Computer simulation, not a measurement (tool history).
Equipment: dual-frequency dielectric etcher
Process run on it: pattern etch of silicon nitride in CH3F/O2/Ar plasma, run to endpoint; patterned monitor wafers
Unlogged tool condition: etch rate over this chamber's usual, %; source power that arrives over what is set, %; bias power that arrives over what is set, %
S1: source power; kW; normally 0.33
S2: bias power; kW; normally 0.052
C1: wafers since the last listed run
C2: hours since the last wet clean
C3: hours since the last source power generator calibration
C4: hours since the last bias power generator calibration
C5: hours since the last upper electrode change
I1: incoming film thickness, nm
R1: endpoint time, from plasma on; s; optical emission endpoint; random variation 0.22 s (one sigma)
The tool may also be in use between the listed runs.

Run 1, hour 0: usual settings but S1 0.39 kW, S2 0.046 kW; C1 0; C2 142.4; C3 1053.9; C4 1606.1; C5 4555.7; I1 41.69. Result: R1 62.9 s.
Run 2, hour 61.7: usual settings but S1 0.39 kW, S2 0.046 kW; C1 549; C2 204.1; C3 1115.6; C4 1667.8; C5 4617.4; I1 41.86. Result: R1 62.8 s.
Run 3, hour 123.7: usual settings but S1 0.39 kW, S2 0.046 kW; C1 551; C2 266.1; C3 1177.6; C4 1729.8; C5 4679.4; I1 42.05. Result: R1 63.3 s.
Run 4, hour 177.6: usual settings; C1 479; C2 320; C3 1231.5; C4 1783.7; C5 4733.3; I1 42.08. Result: R1 66.3 s.
Run 5, hour 274.8: usual settings; C1 864; C2 417.2; C3 1328.7; C4 1880.9; C5 4830.5; I1 41.62. Result: R1 65.1 s.
Run 6, hour 324.9: usual settings; C1 445; C2 467.3; C3 1378.8; C4 1931; C5 4880.6; I1 42. Result: R1 65.8 s.
Run 7, hour 418.7: usual settings; C1 834; C2 561.1; C3 1472.6; C4 2024.8; C5 4974.4; I1 41.45. Result: R1 64.8 s.
Run 8, hour 462.6: usual settings; C1 390; C2 605; C3 1516.5; C4 2068.7; C5 5018.3; I1 41.52. Result: R1 65 s.
At hour 519.6: wet clean of the chamber.
Run 9, hour 544: usual settings; C1 510; C2 24.4; C3 1597.9; C4 2150.1; C5 5099.7; I1 41.31. Result: R1 64.8 s.
Run 10, hour 616.5: usual settings; C1 645; C2 96.9; C3 1670.4; C4 2222.6; C5 5172.2; I1 42.11. Result: R1 65.4 s.
Run 11, hour 664.3: usual settings; C1 425; C2 144.7; C3 1718.2; C4 2270.4; C5 5220; I1 41.43. Result: R1 64.3 s.
Run 12, hour 706.8: usual settings; C1 378; C2 187.2; C3 1760.7; C4 2312.9; C5 5262.5; I1 41.61. Result: R1 64.8 s.
Run 13, hour 805: usual settings; C1 873; C2 285.4; C3 1858.9; C4 2411.1; C5 5360.7; I1 41.81. Result: R1 64.8 s.
At hour 898.1: upper electrode replaced.
Run 14, hour 898.6: usual settings; C1 619; C2 379; C3 1952.5; C4 2504.7; C5 0.5; I1 41.89. Result: R1 64.8 s.
At hour 920.8: source power generator calibrated.
Run 15, hour 957.1: usual settings but S1 0.37 kW, S2 0.057 kW; C1 484; C2 437.5; C3 36.3; C4 2563.2; C5 59; I1 41.65. Result: R1 59.4 s.
Run 16, hour 1063.4: usual settings but S1 0.37 kW, S2 0.063 kW; C1 945; C2 543.8; C3 142.6; C4 2669.5; C5 165.3; I1 41.83. Result: R1 57.6 s.
At hour 1211: wet clean of the chamber.
Run 17, hour 1211.5: usual settings but S2 0.04 kW; C1 1104; C2 0.5; C3 290.7; C4 2817.6; C5 313.4; I1 41.49. Result: R1 72 s.
Run 18, hour 1303.3: usual settings; C1 816; C2 92.3; C3 382.5; C4 2909.4; C5 405.2; I1 41.79. Result: R1 66.1 s.
Run 19, hour 1382.7: usual settings but S1 0.4 kW, S2 0.047 kW; C1 706; C2 171.7; C3 461.9; C4 2988.8; C5 484.6; I1 41.61. Result: R1 61.2 s.
Run 20, hour 1470.8: usual settings but S1 0.3 kW, S2 0.058 kW; C1 783; C2 259.8; C3 550; C4 3076.9; C5 572.7; I1 41.7. Result: R1 66.4 s.
Run 21, hour 1573.4: usual settings but S1 0.31 kW, S2 0.061 kW; C1 913; C2 362.4; C3 652.6; C4 3179.5; C5 675.3; I1 40.84. Result: R1 61.9 s.
At hour 1615.1: bias power generator calibrated.
Run 22, hour 1623.6: usual settings but S2 0.044 kW; C1 411; C2 412.6; C3 702.8; C4 8.5; C5 725.5; I1 41.58. Result: R1 69.9 s.
Run 23, hour 1692.5: usual settings but S1 0.36 kW, S2 0.063 kW; C1 613; C2 481.5; C3 771.7; C4 77.4; C5 794.4; I1 41.62. Result: R1 58.9 s.
Run 24, hour 1797: usual settings but S1 0.39 kW, S2 0.048 kW; C1 929; C2 586; C3 876.2; C4 181.9; C5 898.9; I1 41.96. Result: R1 62.4 s.
At hour 1854.7: wet clean of the chamber.
Run 25, hour 1855.2: usual settings but S1 0.38 kW, S2 0.046 kW; C1 304; C2 0.5; C3 934.4; C4 240.1; C5 957.1; I1 41.81. Result: R1 64.1 s.
Run 26, hour 1923.7: usual settings but S1 0.25 kW, S2 0.064 kW; C1 609; C2 69; C3 1002.9; C4 308.6; C5 1025.6; I1 41.55. Result: R1 71 s.
Run 27, hour 2009.8: usual settings but S2 0.048 kW; C1 766; C2 155.1; C3 1089; C4 394.7; C5 1111.7; I1 41.25. Result: R1 67.1 s.
Run 28, hour 2111.5: usual settings but S1 0.29 kW, S2 0.059 kW; C1 904; C2 256.8; C3 1190.7; C4 496.4; C5 1213.4; I1 41.82. Result: R1 68 s.
Run 29, hour 2174.4: usual settings; C1 559; C2 319.7; C3 1253.6; C4 559.3; C5 1276.3; I1 42.07. Result: R1 66.3 s.
Run 30, hour 2223.4: usual settings but S1 0.29 kW, S2 0.048 kW; C1 436; C2 368.7; C3 1302.6; C4 608.3; C5 1325.3; I1 41.9. Result: R1 73.3 s.
Run 31, hour 2277.4: usual settings but S1 0.4 kW, S2 0.058 kW; C1 480; C2 422.7; C3 1356.6; C4 662.3; C5 1379.3; I1 41.73. Result: R1 57 s.
Run 32, hour 2347.3: usual settings; C1 622; C2 492.6; C3 1426.5; C4 732.2; C5 1449.2; I1 41.68. Result: R1 65.5 s.
Run 33, hour 2453.4: usual settings; C1 944; C2 598.7; C3 1532.6; C4 838.3; C5 1555.3; I1 41.5. Result: R1 65.4 s.
At hour 2494.5: wet clean of the chamber.
Run 34, hour 2541.7: usual settings but S1 0.36 kW, S2 0.063 kW; C1 572; C2 47.2; C3 1620.9; C4 926.6; C5 1643.6; I1 41.42. Result: R1 57.7 s.
Run 35, hour 2632.3: usual settings; C1 806; C2 137.8; C3 1711.5; C4 1017.2; C5 1734.2; I1 41.95. Result: R1 65.7 s.
Run 36, hour 2695.2: usual settings but S1 0.3 kW; C1 559; C2 200.7; C3 1774.4; C4 1080.1; C5 1797.1; I1 41.68. Result: R1 68.7 s.

Forecast each of these 3 alternatives for the next run:
Run A, hour 2695.6: usual settings but S2 0.046 kW; C1 3; C2 201.1; C3 1774.8; C4 1080.5; C5 1797.5; I1 41.31. Result: R1 ?.
Run B, hour 2695.6: usual settings but S1 0.28 kW, S2 0.058 kW; C1 3; C2 201.1; C3 1774.8; C4 1080.5; C5 1797.5; I1 41.31. Result: R1 ?.
Run C, hour 2695.6: usual settings but S1 0.3 kW, S2 0.062 kW; C1 3; C2 201.1; C3 1774.8; C4 1080.5; C5 1797.5; I1 41.31. Result: R1 ?.

run    R1
  A  67.9
  B  68.4
  C    64
With the hidden condition removed and each run's random variation left untouched, the same runs would have given:
run    R1
  A  68.9
  B  69.4
  C    65
